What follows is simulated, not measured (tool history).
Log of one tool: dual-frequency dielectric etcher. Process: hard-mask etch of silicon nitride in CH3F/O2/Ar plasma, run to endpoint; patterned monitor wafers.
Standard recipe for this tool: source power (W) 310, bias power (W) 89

| run | hour | source power (W) | bias power (W) | wafers since the last listed run | hours since the last wet clean | hours since the last source power generator calibration | hours since the last bias power generator calibration | hours since the last upper electrode change | incoming incoming film thickness, nm | endpoint time (s) |
|---|---|---|---|---|---|---|---|---|---|---|
| 1 | 0 | 310 | 89 | 0 | 528 | 1533 | 3484.9 | 4959.5 | 37.22 | 57.8 |
| 2 | 15.8 | 310 | 89 | 184 | 543.8 | 1548.8 | 3500.7 | 4975.3 | 37.33 | 58.1 |
| 3 | 33 | 310 | 89 | 201 | 561 | 1566 | 3517.9 | 4992.5 | 37.57 | 58.6 |
| 4 | 48.3 | 310 | 89 | 179 | 576.3 | 1581.3 | 3533.2 | 5007.8 | 37.7 | 59 |
| 5 | 88.8 | 310 | 89 | 473 | 616.8 | 1621.8 | 3573.7 | 5048.3 | 36.99 | 57.9 |
|  | 114.4 | upper electrode replaced |
|  | 123.9 | wet clean of the chamber |
| 6 | 124.4 | 310 | 81 | 24 | 0.5 | 1657.4 | 3609.3 | 10 | 37.63 | 58.6 |
| 7 | 124.7 | 310 | 89 | 3 | 0.8 | 1657.7 | 3609.6 | 10.3 | 37.26 | 56.1 |
| 8 | 125.1 | 310 | 89 | 4 | 1.2 | 1658.1 | 3610 | 10.7 | 37.28 | 55.6 |
| 9 | 129.9 | 230 | 102 | 56 | 6 | 1662.9 | 3614.8 | 15.5 | 37.43 | 59.1 |
|  | 139 | bias power generator calibrated |
| 10 | 139.5 | 310 | 89 | 65 | 15.6 | 1672.5 | 0.5 | 25.1 | 37.49 | 56.8 |
| 11 | 151.1 | 310 | 89 | 135 | 27.2 | 1684.1 | 12.1 | 36.7 | 37.08 | 55.9 |
| 12 | 163.1 | 310 | 89 | 140 | 39.2 | 1696.1 | 24.1 | 48.7 | 37.29 | 55.8 |
|  | 175.7 | source power generator calibrated |
| 13 | 200.6 | 240 | 76 | 392 | 76.7 | 24.9 | 61.6 | 86.2 | 36.76 | 66.4 |
| 14 | 215.3 | 290 | 69 | 172 | 91.4 | 39.6 | 76.3 | 100.9 | 37.16 | 64.9 |
| 15 | 241.5 | 290 | 89 | 306 | 117.6 | 65.8 | 102.5 | 127.1 | 37.07 | 57.7 |
| 16 | 249.1 | 310 | 104 | 88 | 125.2 | 73.4 | 110.1 | 134.7 | 37.47 | 52.4 |

Consider 4 possible next runs. They are alternatives, not a sequence: every one starts from the tool as it was left by run 16. What does each give?
| A | 249.5 | 310 | 89 | 4 | 125.6 | 73.8 | 110.5 | 135.1 | 37.36 | ? |
| B | 249.5 | 240 | 89 | 4 | 125.6 | 73.8 | 110.5 | 135.1 | 37.36 | ? |
| C | 249.5 | 350 | 89 | 4 | 125.6 | 73.8 | 110.5 | 135.1 | 37.36 | ? |
| D | 249.5 | 390 | 97 | 4 | 125.6 | 73.8 | 110.5 | 135.1 | 37.36 | ? |

| run | endpoint time (s) |
|---|---|
| A | 56.4 |
| B | 62.5 |
| C | 53.8 |
| D | 49.5 |
The same runs, with their run-to-run variation unchanged, on a tool lacking any hidden condition would have given:
| run | endpoint time (s) |
|---|---|
| A | 55.7 |
| B | 61.7 |
| C | 53.1 |
| D | 48.9 |
